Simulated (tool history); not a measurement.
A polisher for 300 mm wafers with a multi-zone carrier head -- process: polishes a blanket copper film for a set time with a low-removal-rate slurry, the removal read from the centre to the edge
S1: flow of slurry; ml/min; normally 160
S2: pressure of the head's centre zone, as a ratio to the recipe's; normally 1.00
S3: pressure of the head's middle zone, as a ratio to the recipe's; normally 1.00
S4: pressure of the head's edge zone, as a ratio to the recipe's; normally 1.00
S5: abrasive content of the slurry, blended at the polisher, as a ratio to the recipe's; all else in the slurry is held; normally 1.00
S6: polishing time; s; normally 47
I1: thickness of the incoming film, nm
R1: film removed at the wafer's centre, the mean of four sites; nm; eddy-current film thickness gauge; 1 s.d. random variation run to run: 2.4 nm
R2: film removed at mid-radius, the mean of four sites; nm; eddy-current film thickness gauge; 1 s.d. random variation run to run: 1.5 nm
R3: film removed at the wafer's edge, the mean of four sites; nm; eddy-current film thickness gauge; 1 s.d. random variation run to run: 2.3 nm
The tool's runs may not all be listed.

| run | hour | S1 | S2 | S3 | S4 | S5 | S6 | I1 | R1 | R2 | R3 |
|---|---|---|---|---|---|---|---|---|---|---|---|
| 1 | 0.0 | 160 | 1.00 | 1.00 | 1.00 | 1.00 | 47 | 1503.5 | 153.1 | 152.0 | 157.5 |
| 2 | 16.1 | 160 | 1.00 | 1.00 | 1.00 | 1.00 | 47 | 1478.7 | 148.6 | 152.2 | 158.0 |
| 3 | 33.8 | 160 | 1.00 | 1.00 | 1.00 | 1.00 | 47 | 1483.8 | 147.9 | 152.1 | 160.2 |
| 4 | 63.3 | 160 | 1.00 | 1.00 | 1.00 | 1.00 | 47 | 1501.3 | 146.5 | 150.5 | 158.0 |
| 5 | 90.4 | 160 | 1.00 | 1.00 | 1.00 | 1.00 | 47 | 1490.8 | 144.5 | 152.4 | 156.9 |
|  | 120.4 | worn pad replaced by a new one |
| 6 | 124.6 | 160 | 1.00 | 1.00 | 1.00 | 1.00 | 47 | 1492.8 | 144.6 | 152.3 | 157.6 |
| 7 | 147.6 | 160 | 1.00 | 1.00 | 1.00 | 1.00 | 47 | 1459.9 | 143.6 | 150.3 | 157.7 |
| 8 | 173.3 | 160 | 1.00 | 1.00 | 1.06 | 1.00 | 47 | 1496.5 | 143.9 | 147.5 | 165.3 |
|  | 203.0 | carrier head's membrane replaced by a new one |
| 9 | 208.2 | 160 | 1.00 | 1.00 | 1.06 | 1.00 | 47 | 1500.8 | 143.2 | 150.7 | 158.6 |
| 10 | 223.2 | 160 | 0.88 | 1.00 | 1.00 | 1.15 | 39 | 1472.9 | 108.5 | 126.8 | 130.1 |
|  | 249.3 | edge zone pressure recalibrated |
| 11 | 253.6 | 160 | 1.00 | 1.00 | 1.00 | 1.00 | 47 | 1481.8 | 141.7 | 150.6 | 156.9 |
| 12 | 266.7 | 185 | 1.00 | 0.91 | 1.00 | 1.00 | 47 | 1488.3 | 153.6 | 144.0 | 162.9 |
|  | 276.0 | centre zone pressure recalibrated |
| 13 | 280.6 | 160 | 1.00 | 1.00 | 1.00 | 1.00 | 47 | 1496.6 | 143.4 | 148.3 | 154.0 |
|  | 295.5 | slurry nozzle cleaned |
| 14 | 309.2 | 160 | 1.00 | 1.00 | 1.04 | 1.00 | 39 | 1492.8 | 140.9 | 142.5 | 143.9 |
|  | 317.4 | worn pad replaced by a new one |
| 15 | 337.7 | 125 | 1.00 | 1.00 | 1.00 | 0.90 | 36 | 1498.1 | 117.5 | 120.1 | 123.6 |
| 16 | 368.9 | 160 | 1.00 | 1.00 | 1.00 | 1.00 | 47 | 1475.8 | 165.2 | 169.2 | 169.4 |
| 17 | 389.3 | 160 | 1.00 | 1.00 | 1.00 | 1.00 | 47 | 1464.8 | 164.0 | 167.7 | 168.8 |
| 18 | 406.2 | 160 | 1.00 | 1.00 | 1.07 | 1.20 | 47 | 1506.0 | 165.5 | 170.7 | 181.2 |
| 19 | 422.9 | 115 | 1.00 | 1.08 | 0.92 | 1.00 | 47 | 1461.3 | 144.7 | 159.6 | 152.6 |

Run-by-run hidden state of the tool:
removal rate lost through wear of the pad, %: 0 on each run
deviation of the centre zone's pressure from its setpoint, %: 0 on each run
deviation of the edge zone's pressure from its setpoint, %: 0 on each run
H1: slurry flow missing at the pad, %
| run | H1 |
|---|---|
| 1 | 37.5 |
| 2 | 37.8 |
| 3 | 38.2 |
| 4 | 38.7 |
| 5 | 39.1 |
| 6 | 39.6 |
| 7 | 39.9 |
| 8 | 40.2 |
| 9 | 40.6 |
| 10 | 40.7 |
| 11 | 41 |
| 12 | 41.1 |
| 13 | 41.2 |
| 14 | 3.4 |
| 15 | 6.91 |
| 16 | 10.4 |
| 17 | 12.5 |
| 18 | 14.1 |
| 19 | 15.6 |

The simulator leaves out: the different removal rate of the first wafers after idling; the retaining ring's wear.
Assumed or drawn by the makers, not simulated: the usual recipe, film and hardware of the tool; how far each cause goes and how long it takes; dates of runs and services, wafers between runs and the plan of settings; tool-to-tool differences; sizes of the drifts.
